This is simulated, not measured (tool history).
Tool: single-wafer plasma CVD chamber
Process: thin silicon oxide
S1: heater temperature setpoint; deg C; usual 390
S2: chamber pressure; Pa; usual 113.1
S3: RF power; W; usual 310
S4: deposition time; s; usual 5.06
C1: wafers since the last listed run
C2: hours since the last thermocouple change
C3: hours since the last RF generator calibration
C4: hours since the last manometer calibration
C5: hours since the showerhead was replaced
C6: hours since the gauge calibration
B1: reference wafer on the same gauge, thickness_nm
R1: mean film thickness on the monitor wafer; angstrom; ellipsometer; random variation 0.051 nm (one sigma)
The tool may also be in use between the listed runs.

run   hour   S1     S2   S3    S4    C1     C2      C3      C4      C5      C6     B1      R1
  1      0  390  113.1  310   4.6     0   59.6   225.9  1058.2  5995.6  1373.4   8.09   91.36
      12.1  -- capacitance manometer re-zeroed and calibrated
  2   60.1  390  113.1  310  5.06  2016  119.7     286      48  6055.7  1433.5  8.097  100.48
  3   99.2  390  113.1  310  5.06  1513  158.8   325.1    87.1  6094.8  1472.6  8.102  100.78
  4  156.7  390  113.1  310  5.06  2226  216.3   382.6   144.6  6152.3  1530.1  8.103   99.64
  5  203.7  390  113.1  310  5.06  1819  263.3   429.6   191.6  6199.3  1577.1  8.112  100.28
  6  260.7  390  113.1  310  5.06  2206  320.3   486.6   248.6  6256.3  1634.1   8.11  100.72
  7  315.1  390  113.1  310  5.06  2106  374.7     541     303  6310.7  1688.5    8.1   99.53
  8  374.1  390  113.1  310  5.06  2284  433.7     600     362  6369.7  1747.5   8.11   99.85
  9  412.1  377  140.7  310  5.06  1471  471.7     638     400  6407.7  1785.5  8.105  121.53
     431.8  -- showerhead replaced
 10  464.4  390  130.7  350  4.35  1715    524   690.3   452.3    32.6  1837.8  8.117  102.47
 11  504.4  390  113.1  310   4.2  1548    564   730.3   492.3    72.6  1877.8  8.088    83.1
 12  555.5  390  113.1  310  5.06  1978  615.1   781.4   543.4   123.7  1928.9  8.109   98.62
 13  616.5  390  140.3  310  5.06  2361  676.1   842.4   604.4   184.7  1989.9   8.11  118.28
 14  683.9  376  103.2  340  4.46  2609  743.5   909.8   671.8   252.1  2057.3  8.099   81.87
 15  713.2  390  103.2  310  5.06  1134  772.8   939.1   701.1   281.4  2086.6  8.113    87.8
 16  754.3  390  113.1  370  5.72  1591  813.9   980.2   742.2   322.5  2127.7  8.094  117.84
 17  798.6  390  113.1  295  5.06  1715  858.2  1024.5   786.5   366.8    2172  8.109   94.93
     828.5  -- gauge calibrated
 18  846.9  377  113.1  370  5.06  1869  906.5  1072.8   834.8   415.1    18.4  8.088  106.03
 19  871.1  380  136.4  350  5.99   936  930.7    1097     859   439.3    42.6  8.104  144.52

Forecast run 20:
     894.7  -- RF generator calibrated
 20   920  376  113.1  310  5.56  1583  979.6  25.3  907.9  488.2  91.5   ?   ?

Run 20 gave B1 8.096, R1 111.01 angstrom.
Without the tool's hidden state the same run would have given R1 111.35 angstrom.
